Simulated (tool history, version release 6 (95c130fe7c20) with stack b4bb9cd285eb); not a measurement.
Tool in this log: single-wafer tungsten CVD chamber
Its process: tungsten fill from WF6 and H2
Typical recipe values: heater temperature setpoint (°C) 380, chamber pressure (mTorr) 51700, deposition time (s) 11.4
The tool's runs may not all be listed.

| run | hour | heater temperature setpoint (°C) | chamber pressure (mTorr) | deposition time (s) | read-back reference wafer on the same gauge, thickness_nm | mean film thickness on the monitor wafer (nm) |
|---|---|---|---|---|---|---|
| 1 | 0 | 380 | 51700 | 9.8 | 27.51 | 20.233 |
| 2 | 26.6 | 380 | 51700 | 9.8 | 27.482 | 20.276 |
| 3 | 49 | 375 | 59100 | 11.4 | 27.506 | 23.182 |
| 4 | 66.2 | 380 | 51700 | 11.4 | 27.495 | 23.715 |
| 5 | 93.6 | 380 | 51700 | 11.4 | 27.495 | 23.503 |
| 6 | 109.2 | 380 | 51700 | 11.4 | 27.472 | 23.288 |
| 7 | 128.5 | 380 | 51700 | 11.4 | 27.493 | 23.423 |
| 8 | 153.9 | 380 | 51700 | 11.4 | 27.469 | 23.492 |
| 9 | 185.1 | 380 | 51700 | 11.4 | 27.49 | 23.46 |
|  | 194.3 | gauge calibrated |
|  | 201.4 | capacitance manometer re-zeroed and calibrated |
| 10 | 201.9 | 380 | 51700 | 11.4 | 27.484 | 25.124 |
| 11 | 271.3 | 380 | 51700 | 11.4 | 27.492 | 24.835 |
| 12 | 305.9 | 384 | 51700 | 12.7 | 27.506 | 30.179 |
|  | 316.5 | showerhead replaced |
| 13 | 326.2 | 369 | 47700 | 10.5 | 27.481 | 16.444 |
| 14 | 353.3 | 368 | 61800 | 10.7 | 27.509 | 19.841 |
|  | 375.6 | thermocouple changed; heater temperature recalibrated |
| 15 | 376.1 | 380 | 51700 | 11.4 | 27.49 | 24.885 |
| 16 | 396.1 | 380 | 51700 | 11.4 | 27.538 | 24.764 |
| 17 | 503.2 | 380 | 51700 | 11.4 | 27.483 | 24.564 |
| 18 | 519.9 | 366 | 51700 | 11.4 | 27.51 | 17.513 |
| 19 | 543.3 | 380 | 60200 | 11.4 | 27.503 | 27.441 |
| 20 | 572.1 | 373 | 51700 | 10.5 | 27.491 | 19.088 |
| 21 | 601.3 | 365 | 51700 | 11.4 | 27.502 | 16.939 |
| 22 | 633.3 | 380 | 51700 | 10.2 | 27.477 | 21.67 |

Subtracting, for every run, the result it would have given without the tool's unlogged condition from the measured result gives the following. The same run-to-run variation enters both numbers; the gauge's scatter may not:
Hidden state at play: wafer temperature above the value expected at the setpoint (K); true pressure above the setpoint (%); gauge reads high (%).
| run | mean film thickness on the monitor wafer (nm) |
|---|---|
| 1 | -1.306 |
| 2 | -1.313 |
| 3 | -1.458 |
| 4 | -1.541 |
| 5 | -1.532 |
| 6 | -1.521 |
| 7 | -1.532 |
| 8 | -1.541 |
| 9 | -1.543 |
| 10 | +0.043 |
| 11 | -0.084 |
| 12 | -0.176 |
| 13 | -0.121 |
| 14 | -0.171 |
| 15 | -0.264 |
| 16 | -0.295 |
| 17 | -0.452 |
| 18 | -0.34 |
| 19 | -0.537 |
| 20 | -0.425 |
| 21 | -0.404 |
| 22 | -0.552 |
